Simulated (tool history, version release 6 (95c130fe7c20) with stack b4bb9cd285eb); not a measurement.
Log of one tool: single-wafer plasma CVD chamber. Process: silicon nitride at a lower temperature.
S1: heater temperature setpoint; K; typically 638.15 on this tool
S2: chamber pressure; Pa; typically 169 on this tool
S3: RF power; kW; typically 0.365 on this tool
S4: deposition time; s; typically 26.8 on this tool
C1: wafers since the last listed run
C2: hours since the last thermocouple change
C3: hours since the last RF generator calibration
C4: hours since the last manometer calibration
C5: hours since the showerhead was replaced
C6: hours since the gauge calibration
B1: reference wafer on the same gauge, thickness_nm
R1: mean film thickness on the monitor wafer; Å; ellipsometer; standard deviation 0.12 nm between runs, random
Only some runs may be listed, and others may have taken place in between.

| run | hour | S1 | S2 | S3 | S4 | C1 | C2 | C3 | C4 | C5 | C6 | B1 | R1 |
|---|---|---|---|---|---|---|---|---|---|---|---|---|---|
| 1 | 0.0 | 638.15 | 181 | 0.325 | 26.8 | 0 | 810.2 | 124.1 | 679.7 | 1805.9 | 2885.6 | 28.504 | 307.12 |
| 2 | 80.4 | 638.15 | 181 | 0.325 | 26.8 | 2177 | 890.6 | 204.5 | 760.1 | 1886.3 | 2966.0 | 28.494 | 307.81 |
| 3 | 149.9 | 638.15 | 181 | 0.325 | 26.8 | 1882 | 960.1 | 274.0 | 829.6 | 1955.8 | 3035.5 | 28.487 | 307.33 |
| 4 | 253.8 | 638.15 | 169 | 0.365 | 26.8 | 2813 | 1064.0 | 377.9 | 933.5 | 2059.7 | 3139.4 | 28.526 | 338.21 |
| 5 | 322.8 | 638.15 | 169 | 0.365 | 26.8 | 1868 | 1133.0 | 446.9 | 1002.5 | 2128.7 | 3208.4 | 28.515 | 337.47 |
| 6 | 397.5 | 638.15 | 169 | 0.365 | 26.8 | 2023 | 1207.7 | 521.6 | 1077.2 | 2203.4 | 3283.1 | 28.474 | 336.39 |
|  | 397.9 | gauge calibrated |
| 7 | 457.3 | 638.15 | 169 | 0.365 | 26.8 | 1619 | 1267.5 | 581.4 | 1137.0 | 2263.2 | 59.4 | 28.505 | 335.57 |
|  | 575.8 | capacitance manometer re-zeroed and calibrated |
| 8 | 672.9 | 642.15 | 169 | 0.325 | 26.8 | 5622 | 1483.1 | 797.0 | 97.1 | 2478.8 | 275.0 | 28.522 | 297.99 |
| 9 | 833.2 | 638.15 | 149 | 0.405 | 26.8 | 4341 | 1643.4 | 957.3 | 257.4 | 2639.1 | 435.3 | 28.494 | 355.62 |
|  | 883.0 | thermocouple changed; heater temperature recalibrated |
| 10 | 891.8 | 649.15 | 169 | 0.390 | 26.8 | 1370 | 8.8 | 1015.9 | 316.0 | 2697.7 | 493.9 | 28.515 | 353.99 |
| 11 | 978.6 | 643.15 | 169 | 0.365 | 26.8 | 2350 | 95.6 | 1102.7 | 402.8 | 2784.5 | 580.7 | 28.508 | 332.74 |
| 12 | 1046.8 | 638.15 | 169 | 0.425 | 23.1 | 1847 | 163.8 | 1170.9 | 471.0 | 2852.7 | 648.9 | 28.494 | 330.03 |
| 13 | 1124.9 | 625.15 | 139 | 0.365 | 26.8 | 2115 | 241.9 | 1249.0 | 549.1 | 2930.8 | 727.0 | 28.515 | 317.41 |
| 14 | 1168.0 | 638.15 | 149 | 0.405 | 26.8 | 1167 | 285.0 | 1292.1 | 592.2 | 2973.9 | 770.1 | 28.501 | 354.56 |
| 15 | 1246.8 | 638.15 | 169 | 0.365 | 26.8 | 2134 | 363.8 | 1370.9 | 671.0 | 3052.7 | 848.9 | 28.487 | 333.25 |
| 16 | 1288.1 | 638.15 | 169 | 0.305 | 30.3 | 1118 | 405.1 | 1412.2 | 712.3 | 3094.0 | 890.2 | 28.477 | 309.56 |
|  | 1317.9 | RF generator calibrated |
|  | 1335.2 | showerhead replaced |
| 17 | 1385.0 | 627.15 | 169 | 0.365 | 28.3 | 2191 | 502.0 | 67.1 | 809.2 | 49.8 | 987.1 | 28.504 | 359.03 |
| 18 | 1484.6 | 638.15 | 169 | 0.365 | 26.8 | 2697 | 601.6 | 166.7 | 908.8 | 149.4 | 1086.7 | 28.486 | 340.99 |
| 19 | 1546.5 | 638.15 | 187 | 0.335 | 28.7 | 1676 | 663.5 | 228.6 | 970.7 | 211.3 | 1148.6 | 28.518 | 340.27 |
| 20 | 1589.1 | 638.15 | 169 | 0.365 | 26.8 | 1153 | 706.1 | 271.2 | 1013.3 | 253.9 | 1191.2 | 28.490 | 339.61 |
| 21 | 1674.8 | 638.15 | 169 | 0.365 | 21.9 | 2321 | 791.8 | 356.9 | 1099.0 | 339.6 | 1276.9 | 28.491 | 275.38 |
| 22 | 1749.7 | 630.15 | 169 | 0.315 | 32.0 | 2028 | 866.7 | 431.8 | 1173.9 | 414.5 | 1351.8 | 28.517 | 345.21 |
| 23 | 1803.1 | 638.15 | 212 | 0.315 | 26.8 | 1446 | 920.1 | 485.2 | 1227.3 | 467.9 | 1405.2 | 28.523 | 305.91 |
|  | 1859.1 | capacitance manometer re-zeroed and calibrated |
| 24 | 1866.6 | 638.15 | 169 | 0.365 | 26.8 | 1503 | 983.6 | 548.7 | 7.5 | 531.4 | 1468.7 | 28.523 | 337.72 |
| 25 | 1922.1 | 638.15 | 169 | 0.365 | 26.8 | 1503 | 1039.1 | 604.2 | 63.0 | 586.9 | 1524.2 | 28.482 | 336.59 |
| 26 | 1994.6 | 638.15 | 203 | 0.365 | 29.6 | 1963 | 1111.6 | 676.7 | 135.5 | 659.4 | 1596.7 | 28.502 | 386.83 |
| 27 | 2089.2 | 638.15 | 208 | 0.385 | 26.8 | 2562 | 1206.2 | 771.3 | 230.1 | 754.0 | 1691.3 | 28.493 | 370.30 |
| 28 | 2160.2 | 638.15 | 169 | 0.365 | 26.8 | 1922 | 1277.2 | 842.3 | 301.1 | 825.0 | 1762.3 | 28.526 | 336.13 |

Alternative continuations, all from the tool just after run 28; predict every row:
| A | 2160.6 | 638.15 | 169 | 0.300 | 26.8 | 10 | 1277.6 | 842.7 | 301.5 | 825.4 | 1762.7 | ? | ? |
| B | 2160.6 | 649.15 | 169 | 0.365 | 23.4 | 10 | 1277.6 | 842.7 | 301.5 | 825.4 | 1762.7 | ? | ? |
| C | 2160.6 | 638.15 | 169 | 0.335 | 26.8 | 10 | 1277.6 | 842.7 | 301.5 | 825.4 | 1762.7 | ? | ? |
| D | 2160.6 | 623.15 | 169 | 0.295 | 26.8 | 10 | 1277.6 | 842.7 | 301.5 | 825.4 | 1762.7 | ? | ? |

| run | B1 | R1 |
|---|---|---|
| A | 28.526 | 271.62 |
| B | 28.526 | 291.86 |
| C | 28.526 | 307.83 |
| D | 28.526 | 267.80 |
Without the tool's unlogged condition, the same runs would have read:
| run | R1 |
|---|---|
| A | 278.09 |
| B | 298.13 |
| C | 314.71 |
| D | 274.17 |
